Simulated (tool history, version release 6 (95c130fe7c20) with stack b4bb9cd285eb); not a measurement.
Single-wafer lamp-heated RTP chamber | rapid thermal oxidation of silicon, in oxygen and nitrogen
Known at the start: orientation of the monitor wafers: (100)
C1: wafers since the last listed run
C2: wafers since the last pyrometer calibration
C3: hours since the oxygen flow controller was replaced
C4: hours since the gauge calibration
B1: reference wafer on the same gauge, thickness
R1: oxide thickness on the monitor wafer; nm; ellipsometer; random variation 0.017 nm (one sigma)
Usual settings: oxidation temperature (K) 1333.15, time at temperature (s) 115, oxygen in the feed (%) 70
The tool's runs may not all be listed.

Run 1, hour 0.0: usual settings but oxygen in the feed (%) 48; C1 0; C2 77; C3 6931.1; C4 30.4; B1 12.396. Result: R1 10.005 nm.
Run 2, hour 8.3: usual settings but oxygen in the feed (%) 48; C1 72; C2 150; C3 6939.4; C4 38.7; B1 12.406. Result: R1 9.973 nm.
Run 3, hour 24.1: usual settings but oxygen in the feed (%) 48; C1 138; C2 288; C3 6955.2; C4 54.5; B1 12.400. Result: R1 9.998 nm.
Run 4, hour 37.2: usual settings but oxidation temperature (K) 1349.15, oxygen in the feed (%) 82; C1 114; C2 403; C3 6968.3; C4 67.6; B1 12.399. Result: R1 13.505 nm.
Run 5, hour 53.4: usual settings but oxygen in the feed (%) 63; C1 141; C2 545; C3 6984.5; C4 83.8; B1 12.397. Result: R1 11.033 nm.
Run 6, hour 60.2: usual settings but oxygen in the feed (%) 63; C1 59; C2 604; C3 6991.3; C4 90.6; B1 12.401. Result: R1 11.017 nm.
Run 7, hour 68.7: usual settings but oxygen in the feed (%) 63; C1 74; C2 679; C3 6999.8; C4 99.1; B1 12.404. Result: R1 11.040 nm.
Run 8, hour 86.2: usual settings; C1 153; C2 832; C3 7017.3; C4 116.6; B1 12.397. Result: R1 11.476 nm.
At hour 112.9: oxygen flow controller replaced.
Run 9, hour 129.4: usual settings but oxidation temperature (K) 1348.15; C1 308; C2 1140; C3 16.5; C4 159.8; B1 12.404. Result: R1 12.703 nm.
Run 10, hour 147.4: usual settings but oxidation temperature (K) 1348.15; C1 157; C2 1297; C3 34.5; C4 177.8; B1 12.402. Result: R1 12.714 nm.
Run 11, hour 158.8: usual settings but oxidation temperature (K) 1348.15; C1 99; C2 1397; C3 45.9; C4 189.2; B1 12.398. Result: R1 12.720 nm.
Run 12, hour 168.6: usual settings but oxygen in the feed (%) 50; C1 85; C2 1483; C3 55.7; C4 199.0; B1 12.400. Result: R1 10.180 nm.
Run 13, hour 174.9: usual settings; C1 55; C2 1538; C3 62.0; C4 205.3; B1 12.400. Result: R1 11.512 nm.
Run 14, hour 192.6: usual settings; C1 154; C2 1693; C3 79.7; C4 223.0; B1 12.401. Result: R1 11.555 nm.
Run 15, hour 205.2: usual settings; C1 110; C2 1803; C3 92.3; C4 235.6; B1 12.400. Result: R1 11.532 nm.
Run 16, hour 214.4: usual settings but oxidation temperature (K) 1316.15, time at temperature (s) 95; C1 80; C2 1884; C3 101.5; C4 244.8; B1 12.395. Result: R1 9.427 nm.
Run 17, hour 228.0: usual settings but oxidation temperature (K) 1346.15, time at temperature (s) 95; C1 119; C2 2003; C3 115.1; C4 258.4; B1 12.397. Result: R1 11.547 nm.
At hour 228.7: gauge calibrated.
Run 18, hour 236.2: usual settings but oxidation temperature (K) 1362.15, time at temperature (s) 90, oxygen in the feed (%) 57; C1 71; C2 2075; C3 123.3; C4 7.5; B1 12.398. Result: R1 11.625 nm.
Run 19, hour 253.4: usual settings but oxidation temperature (K) 1343.15; C1 150; C2 2225; C3 140.5; C4 24.7; B1 12.403. Result: R1 12.384 nm.
At hour 266.2: pyrometer window cleaned and pyrometer calibrated.
Run 20, hour 267.0: usual settings but oxidation temperature (K) 1342.15, oxygen in the feed (%) 61; C1 49; C2 7; C3 154.1; C4 38.3; B1 12.402. Result: R1 11.576 nm.
Run 21, hour 273.5: usual settings but oxidation temperature (K) 1352.15, time at temperature (s) 78, oxygen in the feed (%) 48; C1 56; C2 64; C3 160.6; C4 44.8; B1 12.400. Result: R1 9.494 nm.
Run 22, hour 286.5: usual settings; C1 113; C2 177; C3 173.6; C4 57.8; B1 12.403. Result: R1 11.445 nm.
Run 23, hour 296.0: usual settings but oxygen in the feed (%) 98; C1 83; C2 260; C3 183.1; C4 67.3; B1 12.402. Result: R1 12.925 nm.
Run 24, hour 309.7: usual settings but oxidation temperature (K) 1310.15, time at temperature (s) 63, oxygen in the feed (%) 44; C1 119; C2 380; C3 196.8; C4 81.0; B1 12.401. Result: R1 6.310 nm.
Run 25, hour 321.9: usual settings but oxidation temperature (K) 1317.15, time at temperature (s) 165; C1 106; C2 487; C3 209.0; C4 93.2; B1 12.397. Result: R1 12.120 nm.
Run 26, hour 331.4: usual settings; C1 83; C2 570; C3 218.5; C4 102.7; B1 12.405. Result: R1 11.444 nm.
Run 27, hour 344.6: usual settings but oxygen in the feed (%) 48; C1 115; C2 686; C3 231.7; C4 115.9; B1 12.402. Result: R1 10.033 nm.
Run 28, hour 353.2: usual settings; C1 75; C2 761; C3 240.3; C4 124.5; B1 12.396. Result: R1 11.430 nm.

The tool's hidden state at each run:
deviation of the oxygen flow from its setpoint, %: 0 in every run
gauge reads high (%): 0 in every run
H1: true wafer temperature minus pyrometer reading, K
run      H1
  1  0.0824
  2  0.0887
  3   0.112
  4   0.142
  5   0.194
  6    0.22
  7   0.256
  8   0.345
  9    0.64
 10   0.796
 11   0.904
 12       1
 13    1.07
 14    1.27
 15    1.42
 16    1.54
 17    1.72
 18    1.84
 19     2.1
 20  0.0492
 21  0.0508
 22  0.0613
 23  0.0753
 24   0.105
 25    0.14
 26   0.174
 27   0.229
 28   0.271
